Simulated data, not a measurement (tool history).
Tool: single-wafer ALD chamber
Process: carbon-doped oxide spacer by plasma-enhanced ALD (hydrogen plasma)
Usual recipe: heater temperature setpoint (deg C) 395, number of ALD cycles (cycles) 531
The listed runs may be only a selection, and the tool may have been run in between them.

run,hour,heater temperature setpoint (deg C),number of ALD cycles (cycles),wafers since the last listed run,hours since the last thermocouple change,hours since the gauge calibration,"read-back reference wafer on the same gauge, thickness_nm",mean film thickness on the monitor wafer (Å)
1,0.0,395,496,0,984.3,1152.2,24.984,244.84
2,56.6,395,496,31,1040.9,1208.8,25.006,245.27
3,128.5,395,496,39,1112.8,1280.7,25.006,244.78
4,172.6,395,495,24,1156.9,1324.8,24.993,243.87
5,275.8,399,579,57,1260.1,1428.0,25.010,285.13
6,318.8,399,579,23,1303.1,1471.0,24.997,286.36
# hour 359.7: gauge calibrated
7,405.8,395,485,48,1390.1,46.1,24.449,233.34
8,467.9,395,485,34,1452.2,108.2,24.499,234.89
9,560.2,395,485,51,1544.5,200.5,24.576,236.61
10,627.3,395,591,37,1611.6,267.6,24.611,287.92
11,668.8,395,591,22,1653.1,309.1,24.649,288.59
12,721.3,395,531,29,1705.6,361.6,24.669,259.05
13,783.3,395,531,34,1767.6,423.6,24.707,259.30
# hour 817.0: thermocouple changed; heater temperature recalibrated
14,884.4,395,531,51,67.4,524.7,24.736,259.29
15,953.4,386,583,38,136.4,593.7,24.796,285.43
16,1019.5,386,583,36,202.5,659.8,24.778,285.24
17,1067.1,395,454,26,250.1,707.4,24.810,223.14
18,1133.1,395,486,36,316.1,773.4,24.823,238.15
19,1214.5,395,492,45,397.5,854.8,24.843,242.49
20,1288.7,409,577,41,471.7,929.0,24.856,276.13
21,1334.6,395,496,25,517.6,974.9,24.847,242.57
22,1389.9,382,452,30,572.9,1030.2,24.858,222.18
23,1431.7,400,456,23,614.7,1072.0,24.865,224.54
24,1496.2,389,444,35,679.2,1136.5,24.863,217.72
25,1558.6,395,611,34,741.6,1198.9,24.872,300.70
# hour 1650.4: gauge calibrated
26,1657.1,395,599,54,840.1,6.7,24.405,288.33
27,1729.6,406,531,40,912.6,79.2,24.455,252.29
28,1803.8,395,531,41,986.8,153.4,24.517,257.61
29,1906.8,395,496,56,1089.8,256.4,24.597,239.82
30,1974.4,380,531,37,1157.4,324.0,24.633,258.68
31,2061.9,395,531,48,1244.9,411.5,24.702,259.83
32,2100.6,395,609,21,1283.6,450.2,24.705,297.61
33,2151.6,401,479,28,1334.6,501.2,24.722,232.78
34,2211.3,395,607,33,1394.3,560.9,24.740,297.11
35,2271.6,405,591,33,1454.6,621.2,24.769,285.77

Results for each run, recomputed without the tool's hidden state and with each run's random variation untouched:
The tool's hidden condition here consists of: wafer temperature above the value expected at the setpoint (K); gauge reads high (%).
run,mean film thickness on the monitor wafer (Å)
1,239.11
2,239.48
3,238.95
4,238.03
5,278.25
6,279.43
7,232.88
8,233.87
9,234.86
10,285.27
11,285.65
12,256.12
13,256.06
14,255.63
15,281.14
16,280.74
17,219.51
18,234.14
19,238.26
20,271.18
21,238.15
22,218.08
23,220.35
24,213.60
25,294.95
26,288.50
27,251.67
28,256.30
29,237.88
30,256.17
31,256.84
32,293.99
33,229.76
34,293.01
35,281.61
